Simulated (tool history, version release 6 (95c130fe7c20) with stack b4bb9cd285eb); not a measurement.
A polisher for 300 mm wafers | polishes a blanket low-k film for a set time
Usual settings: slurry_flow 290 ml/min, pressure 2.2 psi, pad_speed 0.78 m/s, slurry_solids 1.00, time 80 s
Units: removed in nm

| run | hour | slurry_flow | pressure | pad_speed | slurry_solids | time | wafers since the last listed run | wafers polished on this pad | hours since the slurry nozzle was cleaned | hours since the head pressure was calibrated | hours since the slurry blender was calibrated | hours since the conditioning disc was replaced | incoming thickness of the incoming film, nm | removed |
|---|---|---|---|---|---|---|---|---|---|---|---|---|---|---|
| 1 | 0.0 | 290 | 2.2 | 0.78 | 1.00 | 80 | 0 | 1432 | 117.2 | 271.7 | 75.3 | 412.0 | 335.9 | 36.6 |
| 2 | 90.7 | 290 | 2.2 | 0.78 | 1.00 | 80 | 737 | 2169 | 207.9 | 362.4 | 166.0 | 502.7 | 331.1 | 37.4 |
| 3 | 148.4 | 290 | 2.2 | 0.78 | 1.00 | 80 | 468 | 2638 | 265.6 | 420.1 | 223.7 | 560.4 | 329.5 | 37.1 |
|  | 155.9 | head pressure recalibrated |
|  | 167.9 | worn pad replaced by a new one |
|  | 214.0 | conditioning disc replaced and pad reconditioned |
| 4 | 214.6 | 290 | 2.7 | 0.78 | 1.00 | 80 | 472 | 362 | 331.8 | 58.7 | 289.9 | 0.6 | 324.8 | 41.5 |
| 5 | 312.8 | 290 | 2.2 | 0.78 | 1.00 | 80 | 798 | 1161 | 430.0 | 156.9 | 388.1 | 98.8 | 327.8 | 35.6 |
| 6 | 394.1 | 290 | 2.2 | 0.78 | 1.00 | 80 | 660 | 1821 | 511.3 | 238.2 | 469.4 | 180.1 | 332.2 | 36.4 |
|  | 398.1 | slurry blender recalibrated |
| 7 | 475.7 | 290 | 2.2 | 0.96 | 1.20 | 80 | 646 | 2468 | 592.9 | 319.8 | 77.6 | 261.7 | 328.9 | 46.3 |
|  | 481.3 | slurry nozzle cleaned |
|  | 561.6 | head pressure recalibrated |
| 8 | 573.0 | 290 | 2.2 | 0.78 | 1.00 | 80 | 766 | 3234 | 91.7 | 11.4 | 174.9 | 359.0 | 334.4 | 35.3 |
|  | 616.6 | worn pad replaced by a new one |
| 9 | 668.3 | 290 | 2.2 | 0.78 | 1.00 | 80 | 741 | 419 | 187.0 | 106.7 | 270.2 | 454.3 | 331.2 | 35.8 |
| 10 | 708.0 | 290 | 2.2 | 0.78 | 1.00 | 80 | 322 | 742 | 226.7 | 146.4 | 309.9 | 494.0 | 330.8 | 36.8 |
| 11 | 764.9 | 290 | 2.2 | 0.78 | 1.00 | 80 | 462 | 1204 | 283.6 | 203.3 | 366.8 | 550.9 | 331.9 | 36.0 |
| 12 | 840.2 | 290 | 2.2 | 0.78 | 1.00 | 80 | 611 | 1816 | 358.9 | 278.6 | 442.1 | 626.2 | 332.3 | 36.1 |
|  | 848.3 | conditioning disc replaced and pad reconditioned |
| 13 | 931.5 | 350 | 2.8 | 0.54 | 1.20 | 80 | 725 | 2542 | 450.2 | 369.9 | 533.4 | 83.2 | 329.0 | 35.4 |
|  | 949.5 | slurry blender recalibrated |
|  | 1029.3 | worn pad replaced by a new one |
|  | 1037.5 | slurry nozzle cleaned |
|  | 1092.9 | head pressure recalibrated |
| 14 | 1235.1 | 325 | 2.2 | 0.66 | 1.00 | 80 | 2394 | 1648 | 197.6 | 142.2 | 285.6 | 386.8 | 328.2 | 32.0 |
| 15 | 1313.3 | 290 | 2.2 | 0.78 | 1.00 | 80 | 635 | 2283 | 275.8 | 220.4 | 363.8 | 465.0 | 330.6 | 36.8 |
| 16 | 1386.6 | 315 | 1.9 | 0.78 | 0.85 | 65 | 595 | 2879 | 349.1 | 293.7 | 437.1 | 538.3 | 327.4 | 25.2 |
|  | 1422.2 | worn pad replaced by a new one |
| 17 | 1484.5 | 315 | 1.9 | 0.78 | 0.85 | 65 | 763 | 506 | 447.0 | 391.6 | 535.0 | 636.2 | 334.8 | 25.7 |
|  | 1487.4 | conditioning disc replaced and pad reconditioned |
|  | 1496.3 | slurry blender recalibrated |
|  | 1525.0 | slurry nozzle cleaned |
|  | 1539.0 | head pressure recalibrated |
| 18 | 1551.1 | 325 | 2.2 | 0.66 | 1.00 | 80 | 484 | 990 | 26.1 | 12.1 | 54.8 | 63.7 | 330.3 | 31.2 |
| 19 | 1628.6 | 290 | 2.2 | 0.78 | 1.00 | 80 | 629 | 1620 | 103.6 | 89.6 | 132.3 | 141.2 | 333.9 | 35.0 |
| 20 | 1703.8 | 290 | 2.6 | 0.78 | 0.70 | 80 | 611 | 2231 | 178.8 | 164.8 | 207.5 | 216.4 | 330.1 | 35.0 |
| 21 | 1801.6 | 205 | 2.2 | 0.88 | 1.15 | 67 | 794 | 3026 | 276.6 | 262.6 | 305.3 | 314.2 | 324.6 | 33.9 |
|  | 1845.3 | worn pad replaced by a new one |
| 22 | 1848.1 | 290 | 2.2 | 0.78 | 1.00 | 72 | 345 | 22 | 323.1 | 309.1 | 351.8 | 360.7 | 330.9 | 32.5 |
|  | 1935.8 | slurry blender recalibrated |
| 23 | 1941.5 | 290 | 2.2 | 0.78 | 1.00 | 80 | 742 | 765 | 416.5 | 402.5 | 5.7 | 454.1 | 332.6 | 36.6 |
|  | 1960.4 | head pressure recalibrated |
| 24 | 1980.8 | 350 | 2.2 | 0.98 | 1.00 | 63 | 303 | 1068 | 455.8 | 20.4 | 45.0 | 493.4 | 329.8 | 33.8 |

Forecast each of these 4 alternatives for the next run:
| A | 1981.2 | 290 | 1.9 | 0.78 | 1.00 | 80 | 3 | 1071 | 456.2 | 20.8 | 45.4 | 493.8 | 331.7 | ? |
| B | 1981.2 | 290 | 2.2 | 0.78 | 1.20 | 80 | 3 | 1071 | 456.2 | 20.8 | 45.4 | 493.8 | 331.7 | ? |
| C | 1981.2 | 290 | 1.8 | 0.78 | 1.00 | 52 | 3 | 1071 | 456.2 | 20.8 | 45.4 | 493.8 | 331.7 | ? |
| D | 1981.2 | 195 | 2.2 | 0.78 | 1.00 | 80 | 3 | 1071 | 456.2 | 20.8 | 45.4 | 493.8 | 331.7 | ? |

| run | removed |
|---|---|
| A | 30.8 |
| B | 36.6 |
| C | 19.3 |
| D | 32.5 |
Without the tool's hidden state the same runs would have given:
| run | removed |
|---|---|
| A | 31.1 |
| B | 37.0 |
| C | 19.5 |
| D | 32.9 |
